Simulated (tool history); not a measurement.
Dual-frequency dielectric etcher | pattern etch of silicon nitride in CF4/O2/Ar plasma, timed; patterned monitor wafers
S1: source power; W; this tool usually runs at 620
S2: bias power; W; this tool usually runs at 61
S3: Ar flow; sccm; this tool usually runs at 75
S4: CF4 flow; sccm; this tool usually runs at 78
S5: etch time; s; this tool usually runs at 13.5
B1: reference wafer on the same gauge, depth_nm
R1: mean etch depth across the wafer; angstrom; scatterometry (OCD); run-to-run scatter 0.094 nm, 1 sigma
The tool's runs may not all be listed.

run    hour   S1  S2  S3  S4    S5     B1     R1
  1       0  620  61  75  78  13.5  30.21  298.7
       42.7  -- upper electrode replaced
  2    61.2  620  61  75  78  13.5  30.21  295.9
      119.2  -- source power generator calibrated
  3   119.7  620  54  57  96  13.5   30.2  310.8
  4   159.7  620  55  87  93  13.5  30.22  291.5
  5   212.3  620  76  75  78  13.5  30.22  339.3
  6   273.2  760  61  80  95    12  30.23  317.6
  7   339.5  510  53  90  90  13.5  30.22    251
      380.5  -- wet clean of the chamber
  8   395.7  620  61  75  78  13.5  30.19  305.8
      453.6  -- gauge calibrated
  9   466.4  620  61  75  78  13.5  30.19  305.4
 10     503  620  61  75  66  13.5  30.21  300.1
      519.9  -- Ar flow controller replaced
 11   562.1  620  69  56  71  14.5  30.17  359.7
 12   603.2  620  61  75  59  13.5  30.22  296.6
 13   648.6  500  61  66  91  13.5  30.19  274.8
 14   698.6  620  61  75  78  16.5   30.2  370.9
 15   762.9  720  61  82  91    16  30.24  397.8
 16   824.4  620  61  75  78  13.5  30.23    303
      871.9  -- wet clean of the chamber
 17   872.4  620  70  68  78  13.5  30.21  330.4
 18   907.4  620  73  75  78  16.5  30.18  401.9
 19   951.9  620  61  75  78  13.5  30.22  304.8
 20   982.8  620  55  75  85  13.5  30.19  294.5
 21  1012.1  620  61  75  78  13.5  30.17  304.2
 22  1053.4  690  57  63  78    15  30.17    361

Predict each of these 3 candidate next runs independently; none follows another, all start after run 22:
  A  1053.8  620  61  75  78  13.5   ?   ?
  B  1053.8  620  61  75  68    15   ?   ?
  C  1053.8  620  73  84  78    10   ?   ?

run    B1     R1
  A  30.2  305.1
  B  30.2  333.9
  C  30.2  240.1
Without the tool's unlogged condition, the same runs would have read:
run     R1
  A  309.9
  B  339.3
  C  244.1

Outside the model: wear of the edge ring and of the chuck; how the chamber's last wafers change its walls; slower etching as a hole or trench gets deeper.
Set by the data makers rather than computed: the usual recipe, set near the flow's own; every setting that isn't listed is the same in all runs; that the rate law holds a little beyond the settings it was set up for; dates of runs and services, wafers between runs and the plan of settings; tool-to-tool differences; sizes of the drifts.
